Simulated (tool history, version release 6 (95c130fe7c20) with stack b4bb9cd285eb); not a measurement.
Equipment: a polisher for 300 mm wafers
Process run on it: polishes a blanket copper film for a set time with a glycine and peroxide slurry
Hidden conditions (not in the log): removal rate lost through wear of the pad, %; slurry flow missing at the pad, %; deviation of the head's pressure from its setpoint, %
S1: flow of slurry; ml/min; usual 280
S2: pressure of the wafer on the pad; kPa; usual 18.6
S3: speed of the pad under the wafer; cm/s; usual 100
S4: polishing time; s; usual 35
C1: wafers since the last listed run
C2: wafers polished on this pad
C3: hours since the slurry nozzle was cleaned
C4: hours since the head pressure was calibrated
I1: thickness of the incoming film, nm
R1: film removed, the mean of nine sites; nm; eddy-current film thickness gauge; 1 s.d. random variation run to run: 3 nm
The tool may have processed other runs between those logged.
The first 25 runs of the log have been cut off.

run,hour,S1,S2,S3,S4,C1,C2,C3,C4,I1,R1
26,643.4,280,18.6,100,35,265,1035,367.2,372.4,1842.6,199.4
27,669.5,370,16.5,72,44,277,1312,393.3,398.5,1821.4,175.2
28,692.9,280,12.4,100,35,248,1561,416.7,421.9,1867.7,143.3
29,725,185,22.1,76,31,341,1902,448.8,454,1809.1,152.9
# hour 730: worn pad replaced by a new one
30,740.5,280,18.6,78,35,122,111,464.3,469.5,1819.9,160.7
31,757.5,215,15.2,100,31,180,292,481.3,486.5,1807.4,150.4
32,785.3,280,21.4,100,30,295,587,509.1,514.3,1833.7,191.5
33,818.4,330,23.4,68,30,351,939,542.2,547.4,1836,150.2
34,836.6,280,18.6,100,35,193,1133,560.4,565.6,1809.6,195.7
# hour 859.5: head pressure recalibrated
35,860,360,13.1,80,35,227,1360,583.8,0.5,1860,126
36,894,365,22.8,100,35,361,1721,617.8,34.5,1852,233.6
37,925.8,245,13.8,124,26,337,2059,649.6,66.3,1805.2,131.5
38,941.8,280,18.6,100,35,170,2229,665.6,82.3,1845.5,183.4

3 options for the next run, each taken on its own from the tool as it stands now. Forecast them:
A,942.2,280,18.6,122,35,4,2234,666,82.7,1823.4,?
B,942.2,255,18.6,100,35,4,2234,666,82.7,1823.4,?
C,942.2,310,20.7,100,43,4,2234,666,82.7,1823.4,?

run,R1
A,216.3
B,182.2
C,247
Had the tool no hidden state, the same runs would have come out as:
run,R1
A,237.6
B,200.2
C,271.4
